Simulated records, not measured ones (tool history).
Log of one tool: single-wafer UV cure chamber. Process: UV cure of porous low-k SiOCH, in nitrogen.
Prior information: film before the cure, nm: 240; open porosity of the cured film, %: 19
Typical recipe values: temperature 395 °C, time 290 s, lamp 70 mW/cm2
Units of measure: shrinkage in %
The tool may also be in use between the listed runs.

run,hour,temperature,time,lamp,wafers since the last listed run,hours since the UV bulbs were replaced,wafers since the quartz window was cleaned,shrinkage
1,0.0,395,290,70,0,1035.5,1317,10.133
2,12.9,395,290,70,116,1048.4,1434,10.133
3,29.4,386,290,54,149,1064.9,1583,9.062
4,37.9,395,290,94,76,1073.4,1660,11.330
5,53.7,406,290,70,143,1089.2,1803,10.251
6,61.6,406,290,70,71,1097.1,1875,10.052
7,72.0,406,290,70,94,1107.5,1969,10.155
8,87.9,395,210,55,143,1123.4,2113,7.689
9,104.8,395,210,55,152,1140.3,2266,7.751
10,117.2,395,290,83,112,1152.7,2378,10.493
11,125.1,395,290,83,71,1160.6,2449,10.618
12,142.1,384,290,70,153,1177.6,2603,9.508
13,154.5,395,290,70,112,1190.0,2716,9.509
# hour 165.6: UV bulbs replaced
14,166.1,395,290,94,32,0.5,2748,10.743
15,180.0,408,290,70,125,14.4,2874,9.643
16,193.8,400,450,54,124,28.2,2999,10.202
17,200.5,395,430,44,60,34.9,3060,9.182
18,214.9,378,360,91,130,49.3,3190,10.902
19,227.4,407,290,108,113,61.8,3303,11.002
# hour 246.2: quartz window cleaned
20,246.7,403,290,70,102,81.1,4,10.397
21,251.3,382,290,70,41,85.7,46,10.043
22,289.7,395,290,70,347,124.1,393,10.198
23,296.9,407,120,105,65,131.3,459,8.438
24,309.1,380,290,92,110,143.5,569,11.231
25,319.7,404,405,47,95,154.1,665,9.869
26,331.9,403,290,40,110,166.3,775,8.112

Alternative continuations, all from the tool just after run 26; predict every row:
A,332.3,395,290,70,3,166.7,779,?
B,332.3,405,245,92,3,166.7,779,?
C,332.3,395,130,70,3,166.7,779,?

run,shrinkage
A,10.170
B,10.759
C,7.051
The same runs, with their run-to-run variation unchanged, on a tool lacking any hidden condition would have given:
run,shrinkage
A,10.261
B,10.851
C,7.133
